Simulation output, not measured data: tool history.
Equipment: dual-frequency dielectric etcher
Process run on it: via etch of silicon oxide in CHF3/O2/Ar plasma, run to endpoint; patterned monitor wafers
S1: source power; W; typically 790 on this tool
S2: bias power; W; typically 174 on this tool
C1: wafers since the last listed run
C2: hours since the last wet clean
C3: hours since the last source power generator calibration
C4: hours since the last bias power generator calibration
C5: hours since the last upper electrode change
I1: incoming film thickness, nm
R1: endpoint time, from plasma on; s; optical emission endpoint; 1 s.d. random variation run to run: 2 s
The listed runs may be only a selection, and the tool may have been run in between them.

run	hour	S1	S2	C1	C2	C3	C4	C5	I1	R1
1	0.0	790	174	0	407.4	1940.6	4498.0	4667.8	805.6	389.4
2	13.2	790	163	40	420.6	1953.8	4511.2	4681.0	801.2	400.2
3	29.7	790	163	50	437.1	1970.3	4527.7	4697.5	797.1	398.7
4	37.3	790	174	23	444.7	1977.9	4535.3	4705.1	800.5	384.7
5	53.5	790	174	49	460.9	1994.1	4551.5	4721.3	800.8	387.7
6	60.8	790	174	22	468.2	2001.4	4558.8	4728.6	801.0	388.1
7	69.2	790	174	25	476.6	2009.8	4567.2	4737.0	804.2	391.2
8	75.8	790	204	20	483.2	2016.4	4573.8	4743.6	798.8	356.5
# hour 99.6: source power generator calibrated
# hour 114.2: wet clean of the chamber
# hour 138.8: upper electrode replaced
9	139.3	790	174	63	25.1	39.7	4637.3	0.5	796.9	376.5
10	139.7	790	174	1	25.5	40.1	4637.7	0.9	796.5	375.9
11	147.7	850	196	24	33.5	48.1	4645.7	8.9	805.8	346.4
12	159.3	790	174	35	45.1	59.7	4657.3	20.5	798.3	380.7
13	176.9	920	216	53	62.7	77.3	4674.9	38.1	803.1	318.1
14	188.8	890	145	36	74.6	89.2	4686.8	50.0	806.6	396.1
15	202.8	620	174	42	88.6	103.2	4700.8	64.0	802.6	431.7
16	218.2	930	174	46	104.0	118.6	4716.2	79.4	806.9	351.8
17	230.8	630	174	38	116.6	131.2	4728.8	92.0	796.3	420.1
# hour 242.5: bias power generator calibrated
18	243.8	710	134	27	129.6	144.2	1.3	105.0	797.6	460.1
19	256.4	910	135	38	142.2	156.8	13.9	117.6	793.9	407.1
20	262.5	860	159	18	148.3	162.9	20.0	123.7	802.4	388.7
21	277.2	790	174	44	163.0	177.6	34.7	138.4	801.8	383.0
22	292.1	790	163	45	177.9	192.5	49.6	153.3	804.9	398.4
23	302.7	790	131	32	188.5	203.1	60.2	163.9	796.0	446.3
24	317.6	620	174	45	203.4	218.0	75.1	178.8	793.7	428.8

Predict each of these 3 candidate next runs independently; none follows another, all start after run 24:
A	318.1	720	174	1	203.9	218.5	75.6	179.3	799.4	?
B	318.1	680	213	1	203.9	218.5	75.6	179.3	799.4	?
C	318.1	790	211	1	203.9	218.5	75.6	179.3	799.4	?

run	R1
A	400.8
B	371.3
C	347.1
The same runs, with their run-to-run variation unchanged, on a tool lacking any hidden condition would have given:
run	R1
A	388.5
B	359.9
C	336.4
